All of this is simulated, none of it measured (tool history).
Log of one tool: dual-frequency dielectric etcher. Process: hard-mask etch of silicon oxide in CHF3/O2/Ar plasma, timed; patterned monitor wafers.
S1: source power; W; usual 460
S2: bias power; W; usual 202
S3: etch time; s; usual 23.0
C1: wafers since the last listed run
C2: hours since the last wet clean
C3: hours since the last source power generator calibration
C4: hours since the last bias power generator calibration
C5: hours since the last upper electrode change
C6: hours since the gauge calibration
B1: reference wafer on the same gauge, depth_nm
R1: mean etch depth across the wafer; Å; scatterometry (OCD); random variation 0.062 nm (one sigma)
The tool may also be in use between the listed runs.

run,hour,S1,S2,S3,C1,C2,C3,C4,C5,C6,B1,R1
1,0.0,530,202,23.0,0,208.2,1606.8,2804.2,1890.9,383.4,38.80,418.8
2,31.1,460,202,25.5,682,239.3,1637.9,2835.3,1922.0,414.5,38.80,450.7
3,61.9,520,202,23.0,676,270.1,1668.7,2866.1,1952.8,445.3,38.80,417.2
4,84.9,520,202,23.0,504,293.1,1691.7,2889.1,1975.8,468.3,38.79,417.5
5,171.3,520,202,23.0,1896,379.5,1778.1,2975.5,2062.2,554.7,38.80,416.3
6,191.8,460,202,23.0,450,400.0,1798.6,2996.0,2082.7,575.2,38.81,404.8
7,225.0,460,202,23.0,728,433.2,1831.8,3029.2,2115.9,608.4,38.80,405.6
8,253.7,460,202,23.0,630,461.9,1860.5,3057.9,2144.6,637.1,38.79,404.2
9,274.1,460,202,23.0,447,482.3,1880.9,3078.3,2165.0,657.5,38.80,404.7
10,286.4,460,202,23.0,270,494.6,1893.2,3090.6,2177.3,669.8,38.79,403.8
# hour 298.3: gauge calibrated
# hour 304.4: bias power generator calibrated
11,304.9,460,202,23.0,318,513.1,1911.7,0.5,2195.8,6.6,38.80,404.6
12,328.8,460,202,23.0,524,537.0,1935.6,24.4,2219.7,30.5,38.81,404.0
13,358.4,570,202,23.0,649,566.6,1965.2,54.0,2249.3,60.1,38.80,421.9
14,373.0,460,202,23.0,320,581.2,1979.8,68.6,2263.9,74.7,38.80,404.2
# hour 410.9: wet clean of the chamber
# hour 416.2: source power generator calibrated
# hour 424.5: upper electrode replaced
15,425.0,460,202,23.0,344,14.1,8.8,120.6,0.5,126.7,38.82,411.7
16,425.4,400,235,27.5,8,14.5,9.2,121.0,0.9,127.1,38.82,506.7
17,444.7,460,164,16.0,423,33.8,28.5,140.3,20.2,146.4,38.80,266.0
18,497.6,560,202,23.0,1161,86.7,81.4,193.2,73.1,199.3,38.79,427.9
19,513.8,460,230,16.5,355,102.9,97.6,209.4,89.3,215.5,38.79,308.8
20,549.0,510,202,19.0,772,138.1,132.8,244.6,124.5,250.7,38.80,346.6
21,577.7,570,202,29.5,630,166.8,161.5,273.3,153.2,279.4,38.79,549.3
22,682.6,500,202,16.5,2302,271.7,266.4,378.2,258.1,384.3,38.80,298.3
23,705.0,540,185,28.0,491,294.1,288.8,400.6,280.5,406.7,38.79,497.6

What the log doesn't show, run by run:
source power that arrives over what is set, %: 0 in every run
bias power that arrives over what is set, %: 0 in every run
gauge reads high (%): 0 in every run
H1: etch rate over this chamber's usual, %
run,H1
1,-0.697
2,-0.784
3,-0.871
4,-0.935
5,-1.18
6,-1.23
7,-1.33
8,-1.41
9,-1.47
10,-1.5
11,-1.55
12,-1.62
13,-1.7
14,-1.74
15,0.319
16,0.318
17,0.264
18,0.116
19,0.0704
20,-0.0283
21,-0.109
22,-0.403
23,-0.466
